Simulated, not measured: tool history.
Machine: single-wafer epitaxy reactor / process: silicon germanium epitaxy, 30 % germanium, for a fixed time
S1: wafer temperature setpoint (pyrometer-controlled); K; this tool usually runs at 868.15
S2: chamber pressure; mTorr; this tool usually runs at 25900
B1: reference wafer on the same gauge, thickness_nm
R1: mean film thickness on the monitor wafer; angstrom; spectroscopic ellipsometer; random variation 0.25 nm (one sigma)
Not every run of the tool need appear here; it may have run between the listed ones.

run,hour,S1,S2,B1,R1
1,0,861.15,27400,62.255,605.13
2,19.9,861.15,27400,62.382,603.73
3,45.9,861.15,27400,62.363,602.89
4,58.8,868.15,25900,62.214,650.19
5,89.1,868.15,25900,62.264,655.04
6,111.6,868.15,25900,62.403,649.96
7,127.9,868.15,25900,62.282,657.34
8,149.8,868.15,25900,62.279,650.57
9,184.4,868.15,25900,62.238,654.24
10,205,876.15,25900,62.369,748.8
11,223.7,876.15,25900,62.391,743.33
12,244.6,876.15,25900,62.451,745.27
13,273.1,868.15,25900,62.335,656.47
14,293,868.15,25900,62.339,657.14
# hour 344.9: showerhead replaced
# hour 358.5: pyrometer calibrated
15,390.3,868.15,25900,62.301,639.1
16,402.8,864.15,21300,62.297,521.18
# hour 422.1: gauge calibrated
17,438.8,858.15,30800,62.39,602.1
18,458.5,860.15,30000,62.271,610.98
# hour 472.8: capacitance manometer re-zeroed and calibrated
19,481.3,863.15,25900,62.416,588.33
20,508.5,877.15,28700,62.285,789.78
21,528.2,868.15,25900,62.16,642.73
22,545.8,879.15,27800,62.142,800.49
23,562.9,864.15,25900,62.214,600.08
24,580.3,876.15,25900,62.343,728.02
25,596.8,860.15,30200,62.265,618.98

Run 26 is up next; what results do you expect?
26,612.8,868.15,20500,?,?

Run 26 gave B1 62.259, R1 541.41 angstrom.
Take away the tool's hidden state, keep the run-to-run variation as it was, and the same run would have given R1 535.49 angstrom.
